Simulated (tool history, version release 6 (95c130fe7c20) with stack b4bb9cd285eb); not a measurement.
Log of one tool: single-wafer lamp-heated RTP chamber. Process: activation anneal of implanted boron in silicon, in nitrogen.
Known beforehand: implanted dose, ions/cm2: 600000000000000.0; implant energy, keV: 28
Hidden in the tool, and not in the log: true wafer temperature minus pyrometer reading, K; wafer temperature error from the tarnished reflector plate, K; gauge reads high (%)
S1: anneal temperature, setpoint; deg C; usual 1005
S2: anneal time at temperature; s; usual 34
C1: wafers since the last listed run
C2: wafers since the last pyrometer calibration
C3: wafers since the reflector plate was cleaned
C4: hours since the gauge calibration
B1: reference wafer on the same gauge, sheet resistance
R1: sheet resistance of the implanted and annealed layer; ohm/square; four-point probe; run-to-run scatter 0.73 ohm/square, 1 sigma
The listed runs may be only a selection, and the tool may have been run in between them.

run,hour,S1,S2,C1,C2,C3,C4,B1,R1
1,0.0,1005,27,0,942,1828,584.1,227.44,194.67
2,58.7,1005,34,622,1565,2450,642.8,227.16,193.67
3,129.2,1005,34,747,2313,3198,713.3,226.16,192.96
# hour 174.4: pyrometer window cleaned and pyrometer calibrated
4,200.1,1005,34,667,273,3865,784.2,225.68,192.98
5,257.9,1017,34,613,886,4478,842.0,225.48,189.18
6,325.2,1017,34,713,1600,5192,909.3,224.58,189.94
7,366.4,1017,34,437,2037,5629,950.5,224.09,189.35
8,394.2,1005,34,294,2331,5924,978.3,223.81,190.36
# hour 405.5: reflector plate cleaned
# hour 437.4: pyrometer window cleaned and pyrometer calibrated
9,465.6,1005,34,587,298,552,1049.7,222.97,189.61
10,515.3,1005,34,527,825,1079,1099.4,222.11,188.70
11,547.0,1005,34,336,1162,1415,1131.1,222.05,189.32
12,600.6,1005,34,568,1730,1984,1184.7,221.09,188.53
13,650.5,1005,34,529,2260,2513,1234.6,220.47,188.35
# hour 683.1: pyrometer window cleaned and pyrometer calibrated
14,702.0,1005,16,461,200,2975,1286.1,219.85,189.56
15,752.4,1005,34,534,735,3509,1336.5,218.88,187.50
# hour 773.7: gauge calibrated
16,786.7,1005,34,363,1099,3873,13.0,229.61,196.89
17,817.2,1030,34,323,1422,4197,43.5,229.39,191.30
18,862.6,981,44,481,1904,4678,88.9,229.29,205.78
19,931.5,989,26,730,2635,5409,157.8,229.15,204.02
# hour 977.1: pyrometer window cleaned and pyrometer calibrated
20,997.0,1032,48,609,210,6019,223.3,229.44,189.95
# hour 1023.9: reflector plate cleaned
21,1054.8,1005,34,528,739,328,281.1,228.95,194.71
22,1086.6,981,34,337,1076,665,312.9,228.58,205.36
23,1141.0,1015,45,577,1653,1242,367.3,228.38,193.00
24,1206.8,1005,34,697,2351,1940,433.1,228.47,193.21
# hour 1251.5: pyrometer window cleaned and pyrometer calibrated
25,1253.3,1014,26,408,18,2348,479.6,228.25,194.84
26,1323.5,1019,20,744,763,3093,549.8,228.07,192.69

Selected run-to-run steps in R1, each split into two signed amounts: the part the tool would show with no hidden state at all (from settings, incoming material and random variation), and the remainder, which goes to the hidden state together with any gauge scatter not common to the measured and the hidden-state-free results:
Run 13 -> 14: S2 34 -> 16, pyrometer window cleaned and pyrometer calibrated. R1 +1.21 ohm/square: hidden state -0.75, all else +1.96.
Run 15 -> 16: gauge calibrated. R1 +9.39 ohm/square: hidden state +9.28, all else +0.11.
Run 17 -> 18: S1 1030 -> 981, S2 34 -> 44. R1 +14.48 ohm/square: hidden state +0.01, all else +14.47.
Run 19 -> 20: S1 989 -> 1032, S2 26 -> 48, pyrometer window cleaned and pyrometer calibrated. R1 -14.07 ohm/square: hidden state -0.16, all else -13.91.
